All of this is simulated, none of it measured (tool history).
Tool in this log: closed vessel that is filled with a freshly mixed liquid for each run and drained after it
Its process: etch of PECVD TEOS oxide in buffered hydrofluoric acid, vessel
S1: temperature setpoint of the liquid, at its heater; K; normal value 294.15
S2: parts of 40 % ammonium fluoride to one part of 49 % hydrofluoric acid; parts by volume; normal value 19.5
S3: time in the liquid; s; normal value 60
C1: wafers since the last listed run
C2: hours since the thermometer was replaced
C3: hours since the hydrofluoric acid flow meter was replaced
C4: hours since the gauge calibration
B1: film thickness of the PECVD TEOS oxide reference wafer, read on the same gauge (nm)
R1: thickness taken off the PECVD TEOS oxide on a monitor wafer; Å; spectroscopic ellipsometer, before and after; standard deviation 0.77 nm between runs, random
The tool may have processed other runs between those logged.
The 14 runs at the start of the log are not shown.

run,hour,S1,S2,S3,C1,C2,C3,C4,B1,R1
15,831.7,294.15,19.5,60,6640,2829.6,65.0,144.3,90.00,1053.1
16,867.5,294.15,19.5,60,4994,2865.4,100.8,180.1,90.01,1037.7
17,911.5,294.15,14.0,40,6138,2909.4,144.8,224.1,89.99,967.7
18,941.1,290.15,15.0,60,4129,2939.0,174.4,253.7,89.99,1076.7
# hour 952.9: thermometer replaced
19,1009.8,297.15,13.0,40,9444,56.9,243.1,322.4,90.01,1224.2
20,1043.1,297.65,13.0,60,4645,90.2,276.4,355.7,90.01,1905.0
21,1094.1,298.15,22.0,45,7114,141.2,327.4,406.7,89.99,893.5
22,1163.9,294.15,15.5,60,9737,211.0,397.2,476.5,89.99,1321.5
23,1292.4,290.15,15.0,60,17926,339.5,525.7,605.0,90.02,1094.6
24,1351.2,294.15,19.5,85,8202,398.3,584.5,663.8,90.02,1485.6
25,1402.1,296.15,19.5,50,7100,449.2,635.4,714.7,89.98,975.7
26,1438.3,294.15,22.5,90,5050,485.4,671.6,750.9,89.95,1418.9
27,1625.5,298.65,19.5,60,26115,672.6,858.8,938.1,90.01,1362.5
28,1684.5,298.15,26.5,60,8230,731.6,917.8,997.1,90.00,1039.5
29,1714.4,290.15,16.5,50,4171,761.5,947.7,1027.0,89.97,818.2
30,1751.1,294.15,25.0,60,5119,798.2,984.4,1063.7,90.00,872.2
31,1949.8,299.15,17.0,35,27719,996.9,1183.1,1262.4,89.99,938.5

Predict each of these 4 candidate next runs independently; none follows another, all start after run 31:
A,1950.5,294.15,19.5,60,97,997.6,1183.8,1263.1,?,?
B,1950.5,291.15,19.5,60,97,997.6,1183.8,1263.1,?,?
C,1950.5,296.65,19.5,60,97,997.6,1183.8,1263.1,?,?
D,1950.5,292.65,25.0,40,97,997.6,1183.8,1263.1,?,?

run,B1,R1
A,90.00,1047.2
B,90.00,884.4
C,90.00,1202.6
D,90.00,536.6
Stripped of hidden state, with their random variation kept, the same runs would have yielded:
run,R1
A,1047.2
B,884.4
C,1202.6
D,536.6
